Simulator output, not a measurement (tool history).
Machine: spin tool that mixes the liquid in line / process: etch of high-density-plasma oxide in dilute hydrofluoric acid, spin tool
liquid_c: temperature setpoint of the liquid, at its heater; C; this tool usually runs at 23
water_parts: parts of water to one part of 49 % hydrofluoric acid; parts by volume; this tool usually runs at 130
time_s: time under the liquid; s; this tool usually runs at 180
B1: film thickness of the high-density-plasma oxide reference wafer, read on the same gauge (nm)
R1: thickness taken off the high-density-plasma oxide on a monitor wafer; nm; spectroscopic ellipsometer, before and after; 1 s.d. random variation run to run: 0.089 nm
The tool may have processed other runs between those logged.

Run 1, hour 0: usual settings but time_s 135 s; B1 30.67. Result: R1 7.75 nm.
Run 2, hour 49.9: usual settings but time_s 135 s; B1 30.73. Result: R1 7.91 nm.
Run 3, hour 153.2: usual settings; B1 30.86. Result: R1 10.24 nm.
Run 4, hour 192.4: usual settings; B1 30.9. Result: R1 10.4 nm.
Run 5, hour 240.4: usual settings; B1 30.96. Result: R1 10.28 nm.
Run 6, hour 329: usual settings; B1 31.06. Result: R1 10.38 nm.
Run 7, hour 428.1: usual settings but time_s 255 s; B1 31.18. Result: R1 14.87 nm.
Run 8, hour 520.8: usual settings; B1 31.31. Result: R1 10.54 nm.
Run 9, hour 614.8: usual settings but liquid_c 25 C, water_parts 155 parts by volume, time_s 250 s; B1 31.41. Result: R1 12.84 nm.
At hour 652.2: gauge calibrated.
Run 10, hour 686.8: usual settings but liquid_c 27 C, water_parts 185 parts by volume, time_s 130 s; B1 29.98. Result: R1 5.56 nm.
Run 11, hour 788.9: usual settings but liquid_c 21.5 C, water_parts 100 parts by volume, time_s 85 s; B1 30.09. Result: R1 5.99 nm.
At hour 791.8: thermometer replaced.
At hour 836.1: hydrofluoric acid flow meter replaced.
Run 12, hour 867.9: usual settings but water_parts 100 parts by volume; B1 30.19. Result: R1 13.63 nm.
Run 13, hour 911: usual settings but liquid_c 18.5 C, water_parts 190 parts by volume, time_s 105 s; B1 30.24. Result: R1 3.24 nm.
Run 14, hour 977.7: usual settings but liquid_c 19 C, water_parts 85 parts by volume, time_s 120 s; B1 30.31. Result: R1 9.3 nm.
Run 15, hour 1069: usual settings but liquid_c 21.5 C, water_parts 185 parts by volume, time_s 125 s; B1 30.43. Result: R1 4.38 nm.

Alternative continuations, all from the tool just after run 15; predict every row:
Run A, hour 1069.5: usual settings but time_s 210 s; B1 ?. Result: R1 ?.
Run B, hour 1069.5: usual settings but liquid_c 26.5 C; B1 ?. Result: R1 ?.
Run C, hour 1069.5: usual settings but time_s 260 s; B1 ?. Result: R1 ?.
Run D, hour 1069.5: usual settings but liquid_c 27 C; B1 ?. Result: R1 ?.
Run E, hour 1069.5: usual settings but liquid_c 20 C, water_parts 85 parts by volume, time_s 265 s; B1 ?. Result: R1 ?.

run     B1     R1
  A  30.43  12.12
  B  30.43  11.89
  C  30.43     15
  D  30.43  12.11
  E  30.43  21.82
The same runs, with their run-to-run variation unchanged, on a tool lacking any hidden condition would have given:
run     R1
  A  11.94
  B  11.71
  C  14.79
  D  11.94
  E   21.5
